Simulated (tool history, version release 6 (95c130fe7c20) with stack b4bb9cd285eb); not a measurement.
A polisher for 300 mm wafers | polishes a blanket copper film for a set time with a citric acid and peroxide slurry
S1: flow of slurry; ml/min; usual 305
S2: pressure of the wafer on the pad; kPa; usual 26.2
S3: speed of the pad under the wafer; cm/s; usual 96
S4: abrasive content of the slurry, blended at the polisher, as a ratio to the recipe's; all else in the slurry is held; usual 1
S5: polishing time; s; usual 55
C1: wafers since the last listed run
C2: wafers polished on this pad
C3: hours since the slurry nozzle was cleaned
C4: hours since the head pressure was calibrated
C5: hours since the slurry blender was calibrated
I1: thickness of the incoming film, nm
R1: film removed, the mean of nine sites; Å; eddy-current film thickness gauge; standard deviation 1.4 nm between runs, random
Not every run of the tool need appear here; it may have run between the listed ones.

run	hour	S1	S2	S3	S4	S5	C1	C2	C3	C4	C5	I1	R1
1	0	305	26.2	96	1	55	0	330	620.6	600.1	116.1	768.8	1160
2	12.8	305	26.2	96	1	55	124	454	633.4	612.9	128.9	779.2	1166
3	20.7	305	26.2	96	1	55	76	531	641.3	620.8	136.8	767.8	1166
4	31.1	275	26.2	96	1	55	100	632	651.7	631.2	147.2	760	1150
5	46	275	26.2	96	1	55	144	776	666.6	646.1	162.1	765.8	1171
# hour 75.1: worn pad replaced by a new one
6	80.2	275	26.2	96	1	55	292	49	700.8	680.3	196.3	767.4	1133
# hour 85: head pressure recalibrated
# hour 88.8: slurry blender recalibrated
7	94.3	305	22.8	96	1	55	97	147	714.9	9.3	5.5	767.8	1144
8	109	260	31	120	1	55	142	289	729.6	24	20.2	765.8	1825
# hour 120: slurry nozzle cleaned
9	124.6	360	35.2	78	1	44	141	431	4.6	39.6	35.8	768.5	1208
10	138.7	260	31	120	1	55	136	567	18.7	53.7	49.9	777	1839
11	148.9	305	22.8	84	0.8	55	98	666	28.9	63.9	60.1	770.6	1027
12	162.4	305	26.2	96	1.3	55	130	797	42.4	77.4	73.6	765.3	1352
13	169.5	305	26.2	76	1	71	68	866	49.5	84.5	80.7	780.3	1431
# hour 180.6: worn pad replaced by a new one
14	187.2	305	26.2	116	1	55	132	63	67.2	102.2	98.4	771.1	1514

What was the tool's hidden state at every run in the log?
removal rate lost through wear of the pad, %: 0 on each run
slurry flow missing at the pad, %: 0 on each run
abrasive missing from the slurry, %: 0 on each run
H1: deviation of the head's pressure from its setpoint, %
run	H1
1	-9.97
2	-10.4
3	-10.7
4	-11.1
5	-11.6
6	-12.9
7	0.25
8	0.236
9	0.208
10	0.17
11	0.136
12	0.0821
13	0.0495
14	-0.0443

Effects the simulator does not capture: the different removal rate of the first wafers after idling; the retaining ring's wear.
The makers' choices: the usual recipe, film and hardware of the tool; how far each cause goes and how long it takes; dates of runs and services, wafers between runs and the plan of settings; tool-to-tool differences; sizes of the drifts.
